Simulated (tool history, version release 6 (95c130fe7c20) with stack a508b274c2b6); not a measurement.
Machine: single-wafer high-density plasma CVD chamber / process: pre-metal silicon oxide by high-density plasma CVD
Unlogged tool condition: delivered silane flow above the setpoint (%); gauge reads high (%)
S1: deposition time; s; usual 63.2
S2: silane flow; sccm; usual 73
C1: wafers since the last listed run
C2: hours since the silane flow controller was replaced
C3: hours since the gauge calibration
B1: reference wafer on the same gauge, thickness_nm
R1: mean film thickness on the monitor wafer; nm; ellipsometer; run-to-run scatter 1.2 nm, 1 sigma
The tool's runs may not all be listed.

run	hour	S1	S2	C1	C2	C3	B1	R1
1	0	63.2	73	0	3340.1	23.8	476.819	510.038
2	77	63.2	73	1794	3417.1	100.8	478.905	512.73
3	176.8	63.2	73	2325	3516.9	200.6	480.724	511.851
4	276	63.2	73	2311	3616.1	299.8	482.195	513.298
5	313.6	67.2	65	876	3653.7	337.4	482.707	487.658
6	417.1	70.6	73	2411	3757.2	440.9	483.538	575.431
7	498.7	70.6	73	1901	3838.8	522.5	483.915	578.608
# hour 519.6: silane flow controller replaced
8	576.2	70.6	73	1619	56.6	600	484.109	574.581
9	616.8	58.4	85	946	97.2	640.6	484.192	553.106
10	663.1	56.2	62	1078	143.5	686.9	484.238	392.263
11	706.4	70.6	73	1008	186.8	730.2	483.833	576.939
# hour 785.7: gauge calibrated
12	803.7	72.6	73	2267	284.1	18	477.77	585.688
13	873.2	63.2	77	1619	353.6	87.5	479.469	540.034
14	944.8	53.7	73	1668	425.2	159.1	481.508	437.438
15	991.6	71.5	63	1090	472	205.9	482.14	504.185
16	1076	63.2	73	1966	556.4	290.3	483.233	517.746
17	1156.2	63.2	73	1868	636.6	370.5	484.178	516.635

Describe how what the log doesn't record of the tool's condition differs between the last listed run preceding each entry between runs and the first listed run following it.
Run 7 -> run 8: silane flow controller replaced (hour 519.6)
  gauge reads high (%): 1.42 -> 1.48
  measured less the result without the state, R1: +8.08 -> +8.369 nm
Run 11 -> run 12: gauge calibrated (hour 785.7)
  gauge reads high (%): 1.55 -> 0.171
  measured less the result without the state, R1: +8.79 -> +1.003 nm
